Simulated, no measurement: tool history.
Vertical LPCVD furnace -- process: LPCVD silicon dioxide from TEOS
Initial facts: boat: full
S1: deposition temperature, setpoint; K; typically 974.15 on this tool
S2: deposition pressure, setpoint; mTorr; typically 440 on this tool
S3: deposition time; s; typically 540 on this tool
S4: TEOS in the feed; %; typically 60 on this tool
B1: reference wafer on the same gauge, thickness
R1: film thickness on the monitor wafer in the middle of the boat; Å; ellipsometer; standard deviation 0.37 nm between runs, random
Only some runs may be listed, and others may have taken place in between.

run 1 day=0 | S1=974.15 S2=440 S3=540 S4=55 | B1=78.29 | R1=830.9
run 2 day=0.767 | S1=974.15 S2=440 S3=540 S4=60 | B1=78.28 | R1=868.3
run 3 day=1.883 | S1=974.15 S2=505 S3=540 S4=60 | B1=78.13 | R1=936.1
run 4 day=2.646 | S1=974.15 S2=505 S3=540 S4=60 | B1=78.35 | R1=931.5
-- day=3.729 pressure gauge zeroed
-- day=4.454 thermocouples replaced and temperature profile calibrated
run 5 day=4.475 | S1=971.15 S2=440 S3=540 S4=60 | B1=78.32 | R1=725.1
-- day=5.3 gauge calibrated
run 6 day=5.317 | S1=974.15 S2=440 S3=540 S4=60 | B1=78.33 | R1=779.4
run 7 day=6.683 | S1=974.15 S2=440 S3=540 S4=60 | B1=78.19 | R1=783.3
run 8 day=8.054 | S1=974.15 S2=440 S3=540 S4=60 | B1=78.06 | R1=775.7
-- day=10.062 TEOS flow controller replaced
run 9 day=10.083 | S1=974.15 S2=440 S3=540 S4=60 | B1=78.27 | R1=774.5
run 10 day=10.917 | S1=974.15 S2=440 S3=540 S4=60 | B1=78.12 | R1=775.3
run 11 day=11.833 | S1=965.15 S2=485 S3=360 S4=68 | B1=78.14 | R1=468.4
run 12 day=12.883 | S1=982.15 S2=440 S3=540 S4=66 | B1=78.32 | R1=977.2
run 13 day=13.846 | S1=964.15 S2=330 S3=540 S4=72 | B1=78.12 | R1=587.4
run 14 day=14.962 | S1=974.15 S2=440 S3=540 S4=60 | B1=78.46 | R1=775.9
run 15 day=16.408 | S1=985.15 S2=370 S3=420 S4=57 | B1=78.12 | R1=697.5
run 16 day=16.929 | S1=970.15 S2=400 S3=720 S4=60 | B1=78.12 | R1=901.6
run 17 day=18.317 | S1=977.15 S2=385 S3=540 S4=71 | B1=78.39 | R1=846.1
run 18 day=19.079 | S1=974.15 S2=395 S3=540 S4=60 | B1=78.24 | R1=739.4
run 19 day=19.883 | S1=974.15 S2=525 S3=390 S4=60 | B1=78.33 | R1=613.3
run 20 day=20.625 | S1=984.15 S2=440 S3=690 S4=60 | B1=78.18 | R1=1252.7
run 21 day=21.962 | S1=974.15 S2=440 S3=540 S4=60 | B1=78.38 | R1=776.9
run 22 day=22.746 | S1=974.15 S2=440 S3=540 S4=60 | B1=78.08 | R1=780.6
run 23 day=23.858 | S1=964.15 S2=440 S3=540 S4=60 | B1=78.2 | R1=617.1
run 24 day=24.579 | S1=974.15 S2=525 S3=390 S4=60 | B1=77.99 | R1=614.9
run 25 day=25.438 | S1=974.15 S2=440 S3=540 S4=60 | B1=78.08 | R1=781.2
run 26 day=26.35 | S1=964.15 S2=390 S3=330 S4=70 | B1=78.14 | R1=384.9
run 27 day=28.058 | S1=974.15 S2=440 S3=540 S4=60 | B1=78.31 | R1=780.3
run 28 day=28.879 | S1=977.15 S2=440 S3=540 S4=60 | B1=78.3 | R1=839.7
run 29 day=29.429 | S1=965.15 S2=440 S3=540 S4=53 | B1=78.18 | R1=594.8
-- day=29.604 gauge calibrated
run 30 day=30.862 | S1=974.15 S2=440 S3=540 S4=60 | B1=78.18 | R1=784.5
run 31 day=31.596 | S1=984.15 S2=480 S3=720 S4=60 | B1=78.06 | R1=1368.8

Below are 4 alternative next runs, each starting from the tool's condition after run 31. Predict each:
run A day=31.779 | S1=974.15 S2=440 S3=540 S4=60 | B1=? | R1=?
run B day=31.779 | S1=981.15 S2=440 S3=750 S4=60 | B1=? | R1=?
run C day=31.779 | S1=962.15 S2=400 S3=330 S4=68 | B1=? | R1=?
run D day=31.779 | S1=974.15 S2=440 S3=720 S4=60 | B1=? | R1=?

run=A B1=78.22 R1=784.3
run=B B1=78.22 R1=1279.8
run=C B1=78.22 R1=367
run=D B1=78.22 R1=1045.7
Stripped of hidden state, with their random variation kept, the same runs would have yielded:
run=A R1=779.6
run=B R1=1272.3
run=C R1=364.7
run=D R1=1039.4
